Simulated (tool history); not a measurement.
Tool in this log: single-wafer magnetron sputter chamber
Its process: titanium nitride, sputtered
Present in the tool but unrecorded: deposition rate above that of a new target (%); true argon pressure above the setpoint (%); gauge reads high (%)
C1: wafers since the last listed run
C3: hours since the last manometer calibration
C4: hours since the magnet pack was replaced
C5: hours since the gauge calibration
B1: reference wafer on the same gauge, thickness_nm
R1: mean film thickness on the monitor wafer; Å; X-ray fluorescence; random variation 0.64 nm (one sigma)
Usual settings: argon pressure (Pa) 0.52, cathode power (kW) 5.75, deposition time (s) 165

run 1 hour=0 | argon_pressure_(Pa)=0.52 cathode_power_(kW)=5.75 deposition_time_(s)=155 | C1=0 wafers_on_the_sputter_target=4487 C3=1313.7 C4=6036.3 C5=529.7 | B1=149.013 | R1=1492.13
run 2 hour=32.7 | argon_pressure_(Pa)=0.52 cathode_power_(kW)=5.75 deposition_time_(s)=165 | C1=287 wafers_on_the_sputter_target=4775 C3=1346.4 C4=6069 C5=562.4 | B1=149.004 | R1=1587.4
run 3 hour=55 | argon_pressure_(Pa)=0.52 cathode_power_(kW)=5.75 deposition_time_(s)=165 | C1=196 wafers_on_the_sputter_target=4971 C3=1368.7 C4=6091.3 C5=584.7 | B1=148.953 | R1=1587.13
run 4 hour=71.5 | argon_pressure_(Pa)=0.52 cathode_power_(kW)=5.75 deposition_time_(s)=175 | C1=145 wafers_on_the_sputter_target=5116 C3=1385.2 C4=6107.8 C5=601.2 | B1=148.891 | R1=1679.8
run 5 hour=106.6 | argon_pressure_(Pa)=0.52 cathode_power_(kW)=4.6 deposition_time_(s)=178 | C1=308 wafers_on_the_sputter_target=5425 C3=1420.3 C4=6142.9 C5=636.3 | B1=148.892 | R1=1364.45
run 6 hour=129.7 | argon_pressure_(Pa)=0.52 cathode_power_(kW)=5.75 deposition_time_(s)=165 | C1=203 wafers_on_the_sputter_target=5628 C3=1443.4 C4=6166 C5=659.4 | B1=148.905 | R1=1581.81
run 7 hour=145.9 | argon_pressure_(Pa)=0.52 cathode_power_(kW)=5.75 deposition_time_(s)=165 | C1=142 wafers_on_the_sputter_target=5771 C3=1459.6 C4=6182.2 C5=675.6 | B1=149.031 | R1=1581.04
run 8 hour=166.6 | argon_pressure_(Pa)=0.52 cathode_power_(kW)=6.75 deposition_time_(s)=165 | C1=182 wafers_on_the_sputter_target=5953 C3=1480.3 C4=6202.9 C5=696.3 | B1=148.999 | R1=1854.48
run 9 hour=202.2 | argon_pressure_(Pa)=0.52 cathode_power_(kW)=6.75 deposition_time_(s)=165 | C1=313 wafers_on_the_sputter_target=6266 C3=1515.9 C4=6238.5 C5=731.9 | B1=149.072 | R1=1855.75
run 10 hour=227.4 | argon_pressure_(Pa)=0.52 cathode_power_(kW)=6.75 deposition_time_(s)=165 | C1=221 wafers_on_the_sputter_target=6488 C3=1541.1 C4=6263.7 C5=757.1 | B1=148.882 | R1=1866.73
run 11 hour=243.3 | argon_pressure_(Pa)=0.603 cathode_power_(kW)=5.75 deposition_time_(s)=158 | C1=139 wafers_on_the_sputter_target=6627 C3=1557 C4=6279.6 C5=773 | B1=149.071 | R1=1435.11
run 12 hour=271.3 | argon_pressure_(Pa)=0.603 cathode_power_(kW)=5.75 deposition_time_(s)=158 | C1=246 wafers_on_the_sputter_target=6874 C3=1585 C4=6307.6 C5=801 | B1=149.001 | R1=1431.38
run 13 hour=305.2 | argon_pressure_(Pa)=0.603 cathode_power_(kW)=5.75 deposition_time_(s)=158 | C1=298 wafers_on_the_sputter_target=7172 C3=1618.9 C4=6341.5 C5=834.9 | B1=148.895 | R1=1432.56
run 14 hour=337.5 | argon_pressure_(Pa)=0.52 cathode_power_(kW)=5.75 deposition_time_(s)=165 | C1=284 wafers_on_the_sputter_target=7456 C3=1651.2 C4=6373.8 C5=867.2 | B1=148.909 | R1=1563.61
-- hour=377.9 sputter target and shields replaced
run 15 hour=378.4 | argon_pressure_(Pa)=0.52 cathode_power_(kW)=5.75 deposition_time_(s)=165 | C1=289 wafers_on_the_sputter_target=4 C3=1692.1 C4=6414.7 C5=908.1 | B1=149.046 | R1=1615.56
-- hour=425.2 capacitance manometer re-zeroed and calibrated
-- hour=431.6 gauge calibrated
run 16 hour=451.4 | argon_pressure_(Pa)=0.52 cathode_power_(kW)=5.75 deposition_time_(s)=165 | C1=571 wafers_on_the_sputter_target=576 C3=26.2 C4=6487.7 C5=19.8 | B1=149.1 | R1=1610.51
run 17 hour=484.3 | argon_pressure_(Pa)=0.52 cathode_power_(kW)=4.8 deposition_time_(s)=165 | C1=289 wafers_on_the_sputter_target=865 C3=59.1 C4=6520.6 C5=52.7 | B1=149.071 | R1=1344.13
run 18 hour=503.2 | argon_pressure_(Pa)=0.52 cathode_power_(kW)=5.75 deposition_time_(s)=165 | C1=166 wafers_on_the_sputter_target=1032 C3=78 C4=6539.5 C5=71.6 | B1=148.992 | R1=1612.81
run 19 hour=527.9 | argon_pressure_(Pa)=0.462 cathode_power_(kW)=6.95 deposition_time_(s)=183 | C1=217 wafers_on_the_sputter_target=1249 C3=102.7 C4=6564.2 C5=96.3 | B1=149.013 | R1=2250.23
-- hour=552 magnet pack replaced, of another model than before
run 20 hour=554.2 | argon_pressure_(Pa)=0.332 cathode_power_(kW)=4.8 deposition_time_(s)=165 | C1=160 wafers_on_the_sputter_target=1410 C3=129 C4=2.2 C5=122.6 | B1=148.855 | R1=1427.21
run 21 hour=587.7 | argon_pressure_(Pa)=0.52 cathode_power_(kW)=5.75 deposition_time_(s)=193 | C1=294 wafers_on_the_sputter_target=1705 C3=162.5 C4=35.7 C5=156.1 | B1=149.024 | R1=1879.07
run 22 hour=616.6 | argon_pressure_(Pa)=0.52 cathode_power_(kW)=6.9 deposition_time_(s)=142 | C1=254 wafers_on_the_sputter_target=1959 C3=191.4 C4=64.6 C5=185 | B1=148.919 | R1=1652.96
run 23 hour=640.1 | argon_pressure_(Pa)=0.52 cathode_power_(kW)=5.75 deposition_time_(s)=134 | C1=206 wafers_on_the_sputter_target=2165 C3=214.9 C4=88.1 C5=208.5 | B1=149.033 | R1=1299.69
run 24 hour=673.9 | argon_pressure_(Pa)=0.52 cathode_power_(kW)=5.75 deposition_time_(s)=153 | C1=297 wafers_on_the_sputter_target=2463 C3=248.7 C4=121.9 C5=242.3 | B1=149.189 | R1=1482.03
run 25 hour=687.1 | argon_pressure_(Pa)=0.52 cathode_power_(kW)=5.75 deposition_time_(s)=191 | C1=116 wafers_on_the_sputter_target=2579 C3=261.9 C4=135.1 C5=255.5 | B1=148.967 | R1=1843.26
run 26 hour=771.3 | argon_pressure_(Pa)=0.52 cathode_power_(kW)=5.75 deposition_time_(s)=165 | C1=740 wafers_on_the_sputter_target=3320 C3=346.1 C4=219.3 C5=339.7 | B1=149.135 | R1=1598.69
run 27 hour=802.9 | argon_pressure_(Pa)=0.39 cathode_power_(kW)=4.8 deposition_time_(s)=176 | C1=277 wafers_on_the_sputter_target=3597 C3=377.7 C4=250.9 C5=371.3 | B1=149.024 | R1=1476.41
run 28 hour=817.5 | argon_pressure_(Pa)=0.52 cathode_power_(kW)=6.95 deposition_time_(s)=148 | C1=128 wafers_on_the_sputter_target=3726 C3=392.3 C4=265.5 C5=385.9 | B1=148.841 | R1=1720.43
run 29 hour=837.8 | argon_pressure_(Pa)=0.427 cathode_power_(kW)=4.9 deposition_time_(s)=143 | C1=178 wafers_on_the_sputter_target=3904 C3=412.6 C4=285.8 C5=406.2 | B1=149.007 | R1=1212.23
run 30 hour=858.5 | argon_pressure_(Pa)=0.52 cathode_power_(kW)=5.75 deposition_time_(s)=165 | C1=182 wafers_on_the_sputter_target=4087 C3=433.3 C4=306.5 C5=426.9 | B1=149.077 | R1=1592.35
run 31 hour=874.6 | argon_pressure_(Pa)=0.52 cathode_power_(kW)=5.75 deposition_time_(s)=165 | C1=141 wafers_on_the_sputter_target=4228 C3=449.4 C4=322.6 C5=443 | B1=148.894 | R1=1584.31
run 32 hour=890.7 | argon_pressure_(Pa)=0.419 cathode_power_(kW)=6.55 deposition_time_(s)=184 | C1=141 wafers_on_the_sputter_target=4370 C3=465.5 C4=338.7 C5=459.1 | B1=149.042 | R1=2083.71

What if the next run were any one of these 4? Each begins from the tool's condition after run 32:
run A hour=891.1 | argon_pressure_(Pa)=0.52 cathode_power_(kW)=5.75 deposition_time_(s)=165 | C1=3 wafers_on_the_sputter_target=4373 C3=465.9 C4=339.1 C5=459.5 | B1=? | R1=?
run B hour=891.1 | argon_pressure_(Pa)=0.52 cathode_power_(kW)=4.7 deposition_time_(s)=165 | C1=3 wafers_on_the_sputter_target=4373 C3=465.9 C4=339.1 C5=459.5 | B1=? | R1=?
run C hour=891.1 | argon_pressure_(Pa)=0.52 cathode_power_(kW)=4.8 deposition_time_(s)=136 | C1=3 wafers_on_the_sputter_target=4373 C3=465.9 C4=339.1 C5=459.5 | B1=? | R1=?
run D hour=891.1 | argon_pressure_(Pa)=0.453 cathode_power_(kW)=7.1 deposition_time_(s)=141 | C1=3 wafers_on_the_sputter_target=4373 C3=465.9 C4=339.1 C5=459.5 | B1=? | R1=?

run=A B1=149.031 R1=1587.92
run=B B1=149.031 R1=1297.95
run=C B1=149.031 R1=1092.59
run=D B1=149.031 R1=1711.38
Had the tool no hidden state, the same runs would have come out as:
run=A R1=1621.57
run=B R1=1325.46
run=C R1=1115.74
run=D R1=1747.65
